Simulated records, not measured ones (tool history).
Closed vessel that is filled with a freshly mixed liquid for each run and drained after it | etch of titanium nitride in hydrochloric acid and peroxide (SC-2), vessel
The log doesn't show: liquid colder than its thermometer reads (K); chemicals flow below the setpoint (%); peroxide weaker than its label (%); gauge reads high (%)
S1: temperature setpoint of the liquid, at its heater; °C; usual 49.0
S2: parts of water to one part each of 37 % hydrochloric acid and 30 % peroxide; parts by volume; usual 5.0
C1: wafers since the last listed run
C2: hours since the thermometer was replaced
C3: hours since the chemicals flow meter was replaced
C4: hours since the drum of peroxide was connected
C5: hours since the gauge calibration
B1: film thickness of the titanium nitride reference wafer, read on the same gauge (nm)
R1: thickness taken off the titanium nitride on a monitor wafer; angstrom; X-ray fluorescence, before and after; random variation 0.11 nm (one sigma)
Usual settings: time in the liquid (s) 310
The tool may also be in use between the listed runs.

run 1 hour=0.0 | S1=49.0 S2=5.0 time_in_the_liquid_(s)=265 | C1=0 C2=1832.7 C3=1578.7 C4=207.6 C5=249.5 | B1=130.02 | R1=151.5
run 2 hour=70.7 | S1=49.0 S2=5.0 time_in_the_liquid_(s)=265 | C1=7827 C2=1903.4 C3=1649.4 C4=278.3 C5=320.2 | B1=129.98 | R1=149.5
run 3 hour=123.6 | S1=49.0 S2=5.0 time_in_the_liquid_(s)=310 | C1=5856 C2=1956.3 C3=1702.3 C4=331.2 C5=373.1 | B1=130.00 | R1=175.7
run 4 hour=152.6 | S1=49.0 S2=5.0 time_in_the_liquid_(s)=310 | C1=3210 C2=1985.3 C3=1731.3 C4=360.2 C5=402.1 | B1=130.01 | R1=174.4
-- hour=186.7 new drum of peroxide connected
run 5 hour=202.8 | S1=49.0 S2=5.0 time_in_the_liquid_(s)=310 | C1=5446 C2=2035.5 C3=1781.5 C4=16.1 C5=452.3 | B1=129.98 | R1=175.9
run 6 hour=252.8 | S1=49.0 S2=6.0 time_in_the_liquid_(s)=310 | C1=5535 C2=2085.5 C3=1831.5 C4=66.1 C5=502.3 | B1=129.96 | R1=149.0
run 7 hour=289.3 | S1=49.0 S2=5.0 time_in_the_liquid_(s)=310 | C1=4040 C2=2122.0 C3=1868.0 C4=102.6 C5=538.8 | B1=129.99 | R1=170.6
run 8 hour=332.5 | S1=49.0 S2=5.0 time_in_the_liquid_(s)=310 | C1=4782 C2=2165.2 C3=1911.2 C4=145.8 C5=582.0 | B1=130.01 | R1=172.6
-- hour=365.7 gauge calibrated
run 9 hour=415.4 | S1=53.5 S2=4.0 time_in_the_liquid_(s)=235 | C1=9177 C2=2248.1 C3=1994.1 C4=228.7 C5=49.7 | B1=129.94 | R1=205.7
run 10 hour=446.7 | S1=49.0 S2=5.0 time_in_the_liquid_(s)=310 | C1=3465 C2=2279.4 C3=2025.4 C4=260.0 C5=81.0 | B1=130.01 | R1=170.5
run 11 hour=500.9 | S1=52.0 S2=6.0 time_in_the_liquid_(s)=390 | C1=6000 C2=2333.6 C3=2079.6 C4=314.2 C5=135.2 | B1=130.03 | R1=226.4
-- hour=515.1 new drum of peroxide connected
run 12 hour=528.6 | S1=49.0 S2=6.5 time_in_the_liquid_(s)=310 | C1=2955 C2=2361.3 C3=2107.3 C4=13.5 C5=162.9 | B1=130.03 | R1=138.8
-- hour=543.0 chemicals flow meter replaced
run 13 hour=558.5 | S1=40.0 S2=5.5 time_in_the_liquid_(s)=310 | C1=3199 C2=2391.2 C3=15.5 C4=43.4 C5=192.8 | B1=129.97 | R1=92.0
-- hour=570.7 thermometer replaced
run 14 hour=600.1 | S1=56.0 S2=5.5 time_in_the_liquid_(s)=485 | C1=4494 C2=29.4 C3=57.1 C4=85.0 C5=234.4 | B1=130.01 | R1=477.8
run 15 hour=641.8 | S1=52.0 S2=4.0 time_in_the_liquid_(s)=420 | C1=4616 C2=71.1 C3=98.8 C4=126.7 C5=276.1 | B1=129.96 | R1=396.8
run 16 hour=752.3 | S1=51.5 S2=5.0 time_in_the_liquid_(s)=310 | C1=12233 C2=181.6 C3=209.3 C4=237.2 C5=386.6 | B1=129.98 | R1=241.3

Forecast each of these 3 alternatives for the next run:
run A hour=753.0 | S1=49.0 S2=5.0 time_in_the_liquid_(s)=310 | C1=77 C2=182.3 C3=210.0 C4=237.9 C5=387.3 | B1=? | R1=?
run B hour=753.0 | S1=44.5 S2=5.0 time_in_the_liquid_(s)=190 | C1=77 C2=182.3 C3=210.0 C4=237.9 C5=387.3 | B1=? | R1=?
run C hour=753.0 | S1=52.0 S2=5.5 time_in_the_liquid_(s)=255 | C1=77 C2=182.3 C3=210.0 C4=237.9 C5=387.3 | B1=? | R1=?

run=A B1=129.97 R1=204.1
run=B B1=129.97 R1=92.0
run=C B1=129.97 R1=191.3
Without the tool's hidden state the same runs would have given:
run=A R1=209.6
run=B R1=94.6
run=C R1=196.4
